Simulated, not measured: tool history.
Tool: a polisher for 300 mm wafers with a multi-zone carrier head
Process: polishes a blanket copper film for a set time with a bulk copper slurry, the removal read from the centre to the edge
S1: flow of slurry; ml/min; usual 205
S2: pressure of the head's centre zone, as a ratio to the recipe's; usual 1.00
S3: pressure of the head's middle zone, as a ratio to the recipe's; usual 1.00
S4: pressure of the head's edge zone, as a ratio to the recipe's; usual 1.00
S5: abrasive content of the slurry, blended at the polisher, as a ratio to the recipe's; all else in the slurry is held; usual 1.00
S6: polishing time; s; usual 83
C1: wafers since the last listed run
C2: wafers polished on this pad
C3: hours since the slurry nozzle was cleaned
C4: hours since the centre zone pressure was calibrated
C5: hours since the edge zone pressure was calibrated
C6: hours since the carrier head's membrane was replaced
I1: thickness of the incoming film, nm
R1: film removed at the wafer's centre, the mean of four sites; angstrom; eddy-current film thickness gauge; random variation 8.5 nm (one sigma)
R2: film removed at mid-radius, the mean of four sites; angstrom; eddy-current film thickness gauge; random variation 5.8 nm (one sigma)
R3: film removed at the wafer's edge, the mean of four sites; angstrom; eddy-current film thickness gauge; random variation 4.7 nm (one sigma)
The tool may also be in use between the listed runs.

{"run": 1, "day": 0.0, "S1": 205, "S2": 1.0, "S3": 1.0, "S4": 1.0, "S5": 1.0, "S6": 76, "C1": 0, "C2": 737, "C3": 536.3, "C4": 218.3, "C5": 1417.8, "C6": 1463.8, "I1": 4565.3, "R1": 6307, "R2": 5853, "R3": 5997}
{"run": 2, "day": 0.354, "S1": 205, "S2": 1.0, "S3": 1.0, "S4": 1.0, "S5": 1.0, "S6": 76, "C1": 93, "C2": 830, "C3": 544.8, "C4": 226.8, "C5": 1426.3, "C6": 1472.3, "I1": 4507.7, "R1": 6280, "R2": 5741, "R3": 5916}
{"run": 3, "day": 0.875, "S1": 205, "S2": 1.0, "S3": 1.0, "S4": 1.0, "S5": 1.0, "S6": 83, "C1": 137, "C2": 967, "C3": 557.3, "C4": 239.3, "C5": 1438.8, "C6": 1484.8, "I1": 4500.3, "R1": 6876, "R2": 6187, "R3": 6362}
{"run": 4, "day": 1.317, "S1": 205, "S2": 1.0, "S3": 1.0, "S4": 1.0, "S5": 1.0, "S6": 83, "C1": 116, "C2": 1084, "C3": 567.9, "C4": 249.9, "C5": 1449.4, "C6": 1495.4, "I1": 4523.6, "R1": 6678, "R2": 6056, "R3": 6203}
{"day": 1.496, "done": "worn pad replaced by a new one"}
{"run": 5, "day": 1.85, "S1": 205, "S2": 1.0, "S3": 1.0, "S4": 1.0, "S5": 1.0, "S6": 83, "C1": 96, "C2": 93, "C3": 580.7, "C4": 262.7, "C5": 1462.2, "C6": 1508.2, "I1": 4543.1, "R1": 7283, "R2": 6616, "R3": 6817}
{"run": 6, "day": 2.242, "S1": 205, "S2": 1.0, "S3": 1.0, "S4": 1.0, "S5": 1.0, "S6": 83, "C1": 103, "C2": 196, "C3": 590.1, "C4": 272.1, "C5": 1471.6, "C6": 1517.6, "I1": 4465.3, "R1": 7235, "R2": 6602, "R3": 6812}
{"run": 7, "day": 2.85, "S1": 205, "S2": 1.0, "S3": 1.0, "S4": 1.0, "S5": 1.0, "S6": 83, "C1": 160, "C2": 357, "C3": 604.7, "C4": 286.7, "C5": 1486.2, "C6": 1532.2, "I1": 4533.0, "R1": 7290, "R2": 6616, "R3": 6655}
{"day": 3.062, "done": "edge zone pressure recalibrated"}
{"run": 8, "day": 3.512, "S1": 205, "S2": 1.0, "S3": 1.0, "S4": 1.0, "S5": 1.0, "S6": 83, "C1": 152, "C2": 509, "C3": 620.6, "C4": 302.6, "C5": 10.8, "C6": 1548.1, "I1": 4482.0, "R1": 7231, "R2": 6490, "R3": 6615}
{"run": 9, "day": 4.179, "S1": 205, "S2": 1.0, "S3": 1.0, "S4": 1.0, "S5": 1.0, "S6": 83, "C1": 175, "C2": 685, "C3": 636.6, "C4": 318.6, "C5": 26.8, "C6": 1564.1, "I1": 4546.1, "R1": 7069, "R2": 6421, "R3": 6561}
{"run": 10, "day": 4.596, "S1": 205, "S2": 1.0, "S3": 1.0, "S4": 1.0, "S5": 1.0, "S6": 76, "C1": 109, "C2": 795, "C3": 646.6, "C4": 328.6, "C5": 36.8, "C6": 1574.1, "I1": 4513.0, "R1": 6421, "R2": 5845, "R3": 5954}
{"run": 11, "day": 4.854, "S1": 205, "S2": 1.1, "S3": 0.89, "S4": 1.0, "S5": 1.15, "S6": 83, "C1": 68, "C2": 863, "C3": 652.8, "C4": 334.8, "C5": 43.0, "C6": 1580.3, "I1": 4476.9, "R1": 7907, "R2": 5873, "R3": 6684}
{"run": 12, "day": 5.25, "S1": 205, "S2": 1.0, "S3": 1.0, "S4": 1.0, "S5": 1.0, "S6": 83, "C1": 104, "C2": 967, "C3": 662.3, "C4": 344.3, "C5": 52.5, "C6": 1589.8, "I1": 4430.6, "R1": 6897, "R2": 6236, "R3": 6302}
{"day": 5.55, "done": "centre zone pressure recalibrated"}
{"day": 5.567, "done": "slurry nozzle cleaned"}
{"run": 13, "day": 5.938, "S1": 165, "S2": 1.0, "S3": 1.0, "S4": 1.0, "S5": 1.0, "S6": 83, "C1": 155, "C2": 1123, "C3": 8.9, "C4": 9.3, "C5": 69.0, "C6": 1606.3, "I1": 4435.3, "R1": 5666, "R2": 5864, "R3": 5989}
{"day": 6.321, "done": "worn pad replaced by a new one"}
{"day": 6.488, "done": "carrier head's membrane replaced by a new one"}
{"run": 14, "day": 6.508, "S1": 205, "S2": 1.0, "S3": 1.0, "S4": 1.0, "S5": 1.0, "S6": 97, "C1": 62, "C2": 5, "C3": 22.6, "C4": 23.0, "C5": 82.7, "C6": 0.5, "I1": 4521.7, "R1": 7755, "R2": 7877, "R3": 8067}
{"run": 15, "day": 6.629, "S1": 205, "S2": 1.0, "S3": 1.0, "S4": 1.0, "S5": 1.0, "S6": 109, "C1": 31, "C2": 37, "C3": 25.5, "C4": 25.9, "C5": 85.6, "C6": 3.4, "I1": 4541.0, "R1": 8681, "R2": 8684, "R3": 8966}
{"run": 16, "day": 7.271, "S1": 205, "S2": 1.0, "S3": 1.0, "S4": 1.0, "S5": 1.0, "S6": 83, "C1": 169, "C2": 206, "C3": 40.9, "C4": 41.3, "C5": 101.0, "C6": 18.8, "I1": 4534.4, "R1": 6809, "R2": 6704, "R3": 6773}
{"run": 17, "day": 7.933, "S1": 205, "S2": 1.0, "S3": 1.0, "S4": 0.92, "S5": 0.7, "S6": 83, "C1": 174, "C2": 381, "C3": 56.8, "C4": 57.2, "C5": 116.9, "C6": 34.7, "I1": 4456.5, "R1": 6258, "R2": 6052, "R3": 6040}
{"run": 18, "day": 8.417, "S1": 205, "S2": 1.0, "S3": 1.0, "S4": 1.0, "S5": 1.1, "S6": 83, "C1": 127, "C2": 508, "C3": 68.4, "C4": 68.8, "C5": 128.5, "C6": 46.3, "I1": 4463.9, "R1": 6877, "R2": 6728, "R3": 6833}
{"run": 19, "day": 8.996, "S1": 170, "S2": 0.91, "S3": 1.0, "S4": 1.0, "S5": 1.0, "S6": 83, "C1": 152, "C2": 661, "C3": 82.3, "C4": 82.7, "C5": 142.4, "C6": 60.2, "I1": 4456.8, "R1": 5836, "R2": 6302, "R3": 6468}

The same runs without the tool's hidden state, with the same run-to-run variation:
The hidden state here: removal rate lost through wear of the pad, %; slurry flow missing at the pad, %; deviation of the centre zone's pressure from its setpoint, %; deviation of the edge zone's pressure from its setpoint, %.
run=1 R1=6150 R2=6208 R3=6358
run=2 R1=6178 R2=6159 R3=6345
run=3 R1=6872 R2=6770 R3=6957
run=4 R1=6782 R2=6756 R3=6916
run=5 R1=6749 R2=6761 R3=6963
run=6 R1=6700 R2=6761 R3=6973
run=7 R1=6766 R2=6822 R3=6858
run=8 R1=6759 R2=6772 R3=6897
run=9 R1=6687 R2=6813 R3=6957
run=10 R1=6135 R2=6284 R3=6397
run=11 R1=7618 R2=6373 R3=7247
run=12 R1=6725 R2=6873 R3=6941
run=13 R1=6434 R2=6670 R3=6812
run=14 R1=7789 R2=7962 R3=8155
run=15 R1=8714 R2=8781 R3=9065
run=16 R1=6829 R2=6807 R3=6877
run=17 R1=6297 R2=6200 R3=6187
run=18 R1=6960 R2=6958 R3=7065
run=19 R1=5964 R2=6613 R3=6787

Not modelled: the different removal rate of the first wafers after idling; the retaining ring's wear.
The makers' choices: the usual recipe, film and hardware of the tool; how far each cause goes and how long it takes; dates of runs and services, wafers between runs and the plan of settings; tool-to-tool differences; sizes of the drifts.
